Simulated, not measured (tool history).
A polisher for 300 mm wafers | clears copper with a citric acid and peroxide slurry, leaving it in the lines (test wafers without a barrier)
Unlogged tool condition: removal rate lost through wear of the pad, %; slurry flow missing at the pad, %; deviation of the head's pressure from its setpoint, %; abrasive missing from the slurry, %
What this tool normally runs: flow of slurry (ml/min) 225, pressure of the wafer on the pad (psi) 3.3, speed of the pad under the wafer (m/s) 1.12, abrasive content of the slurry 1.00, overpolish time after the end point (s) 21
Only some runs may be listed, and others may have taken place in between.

run	hour	flow of slurry (ml/min)	pressure of the wafer on the pad (psi)	speed of the pad under the wafer (m/s)	abrasive content of the slurry	overpolish time after the end point (s)	wafers since the last listed run	wafers polished on this pad	hours since the slurry nozzle was cleaned	hours since the head pressure was calibrated	hours since the slurry blender was calibrated	incoming thickness of the incoming film, nm	time until the end point was called (s)	dishing of a wide line in a test structure (nm)
1	0.0	185	3.3	1.12	1.00	21	0	487	139.7	292.9	233.9	222.5	78.3	39.8
2	23.6	225	3.3	1.12	1.00	17	280	767	163.3	316.5	257.5	223.3	77.8	34.0
3	48.7	225	3.3	1.12	1.00	17	297	1065	188.4	341.6	282.6	228.8	78.1	35.3
# hour 57.9: worn pad replaced by a new one
4	61.1	225	3.3	1.12	1.00	17	99	38	200.8	354.0	295.0	225.2	75.2	33.9
5	73.7	200	3.3	1.12	1.00	25	149	187	213.4	366.6	307.6	228.2	79.0	47.5
6	92.2	200	3.3	1.12	1.00	25	219	407	231.9	385.1	326.1	224.2	76.9	47.5
7	106.5	225	2.9	1.12	1.15	21	169	577	246.2	399.4	340.4	224.6	84.4	37.9
8	151.8	225	2.9	1.12	1.15	21	537	1114	291.5	444.7	385.7	226.3	82.1	37.7
# hour 157.1: worn pad replaced by a new one
9	184.9	225	2.9	1.12	1.15	21	345	330	324.6	477.8	418.8	226.7	82.2	38.2
10	199.2	200	3.3	0.80	1.00	21	169	500	338.9	492.1	433.1	224.1	106.8	31.5
# hour 220.0: slurry nozzle cleaned
11	222.4	225	3.3	0.80	1.00	21	263	763	2.4	515.3	456.3	222.1	100.5	32.5
# hour 267.3: worn pad replaced by a new one
12	275.7	225	3.3	1.12	1.20	21	585	99	55.7	568.6	509.6	225.1	69.5	44.7
# hour 297.7: head pressure recalibrated
13	302.5	195	3.6	0.82	1.00	21	294	394	82.5	4.8	536.4	226.0	102.8	32.7
# hour 314.9: slurry blender recalibrated
14	322.4	225	3.3	1.34	1.00	21	212	606	102.4	24.7	7.5	220.4	64.9	47.5
15	350.5	225	2.5	1.12	1.00	21	333	940	130.5	52.8	35.6	224.8	101.5	31.8
# hour 364.2: worn pad replaced by a new one
16	364.7	225	3.3	1.12	1.00	21	121	5	144.7	67.0	49.8	223.6	78.1	41.1
17	377.3	225	3.3	1.12	1.00	17	149	155	157.3	79.6	62.4	227.0	79.3	33.0
18	402.7	195	4.0	1.12	1.00	33	301	456	182.7	105.0	87.8	226.0	65.7	67.5
# hour 476.0: worn pad replaced by a new one
19	504.5	225	3.3	1.12	1.00	21	1160	338	284.5	206.8	189.6	227.6	79.7	40.4

How would selected steps in time until the end point was called (s) from run to run divide? Give the signed amount a tool lacking its hidden state would still show from settings, what came in and random variation, and the signed amount left for the hidden state, including any gauge scatter that is not in both of the compared results.
Run 12 -> 13: flow of slurry (ml/min) 225 -> 195, pressure of the wafer on the pad (psi) 3.3 -> 3.6, speed of the pad under the wafer (m/s) 1.12 -> 0.82, abrasive content of the slurry 1.20 -> 1.00, head pressure recalibrated. time until the end point was called (s) +33.3: hidden state +5.2, all else +28.1.
Run 13 -> 14: flow of slurry (ml/min) 195 -> 225, pressure of the wafer on the pad (psi) 3.6 -> 3.3, speed of the pad under the wafer (m/s) 0.82 -> 1.34, slurry blender recalibrated. time until the end point was called (s) -37.9: hidden state +0.5, all else -38.4.
